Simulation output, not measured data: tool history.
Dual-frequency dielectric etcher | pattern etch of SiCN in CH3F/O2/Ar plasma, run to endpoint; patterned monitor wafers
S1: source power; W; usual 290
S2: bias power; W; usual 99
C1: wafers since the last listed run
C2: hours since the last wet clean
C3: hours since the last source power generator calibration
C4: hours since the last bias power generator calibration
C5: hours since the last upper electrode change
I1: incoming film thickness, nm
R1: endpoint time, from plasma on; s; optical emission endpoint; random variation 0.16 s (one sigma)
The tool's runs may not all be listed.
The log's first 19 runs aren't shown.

Run 20, hour 331.6: usual settings but S1 250 W, S2 85 W; C1 213; C2 390.7; C3 105.7; C4 4295.5; C5 57.1; I1 9.46. Result: R1 27.7 s.
Run 21, hour 348.6: usual settings; C1 257; C2 407.7; C3 122.7; C4 4312.5; C5 74.1; I1 9.41. Result: R1 24.2 s.
At hour 360.3: bias power generator calibrated.
At hour 386.6: wet clean of the chamber.
Run 22, hour 387.1: usual settings but S1 350 W; C1 158; C2 0.5; C3 161.2; C4 26.8; C5 112.6; I1 9.39. Result: R1 21.1 s.
Run 23, hour 387.5: usual settings but S2 85 W; C1 6; C2 0.9; C3 161.6; C4 27.2; C5 113; I1 9.35. Result: R1 24.9 s.
Run 24, hour 387.8: usual settings but S2 107 W; C1 4; C2 1.2; C3 161.9; C4 27.5; C5 113.3; I1 9.32. Result: R1 22.4 s.
Run 25, hour 389.1: usual settings but S2 91 W; C1 19; C2 2.5; C3 163.2; C4 28.8; C5 114.6; I1 9.47. Result: R1 24.4 s.
Run 26, hour 396.4: usual settings but S1 260 W, S2 107 W; C1 110; C2 9.8; C3 170.5; C4 36.1; C5 121.9; I1 9.4. Result: R1 23.9 s.
Run 27, hour 406.8: usual settings but S1 350 W, S2 112 W; C1 157; C2 20.2; C3 180.9; C4 46.5; C5 132.3; I1 9.43. Result: R1 20.2 s.
Run 28, hour 413.2: usual settings but S1 240 W, S2 87 W; C1 96; C2 26.6; C3 187.3; C4 52.9; C5 138.7; I1 9.4. Result: R1 27 s.
Run 29, hour 464.6: usual settings but S1 330 W, S2 124 W; C1 777; C2 78; C3 238.7; C4 104.3; C5 190.1; I1 9.38. Result: R1 19.9 s.
Run 30, hour 482.3: usual settings but S2 81 W; C1 267; C2 95.7; C3 256.4; C4 122; C5 207.8; I1 9.33. Result: R1 25.4 s.
Run 31, hour 499.6: usual settings but S1 350 W, S2 86 W; C1 261; C2 113; C3 273.7; C4 139.3; C5 225.1; I1 9.39. Result: R1 22.9 s.
Run 32, hour 509.7: usual settings but S1 360 W, S2 121 W; C1 152; C2 123.1; C3 283.8; C4 149.4; C5 235.2; I1 9.37. Result: R1 19.4 s.
Run 33, hour 518: usual settings; C1 125; C2 131.4; C3 292.1; C4 157.7; C5 243.5; I1 9.44. Result: R1 23.6 s.

5 ways to go on from here, each from the tool as it stands after run 33. What would each give?
Run A, hour 518.4: usual settings; C1 6; C2 131.8; C3 292.5; C4 158.1; C5 243.9; I1 9.43. Result: R1 ?.
Run B, hour 518.4: usual settings but S1 330 W, S2 116 W; C1 6; C2 131.8; C3 292.5; C4 158.1; C5 243.9; I1 9.43. Result: R1 ?.
Run C, hour 518.4: usual settings but S1 320 W, S2 109 W; C1 6; C2 131.8; C3 292.5; C4 158.1; C5 243.9; I1 9.43. Result: R1 ?.
Run D, hour 518.4: usual settings but S1 240 W, S2 81 W; C1 6; C2 131.8; C3 292.5; C4 158.1; C5 243.9; I1 9.43. Result: R1 ?.
Run E, hour 518.4: usual settings but S2 121 W; C1 6; C2 131.8; C3 292.5; C4 158.1; C5 243.9; I1 9.43. Result: R1 ?.

run    R1
  A  23.6
  B  20.8
  C  21.7
  D  28.3
  E  21.7
Without the tool's hidden state the same runs would have given:
run    R1
  A    23
  B  20.2
  C    21
  D  27.4
  E    21
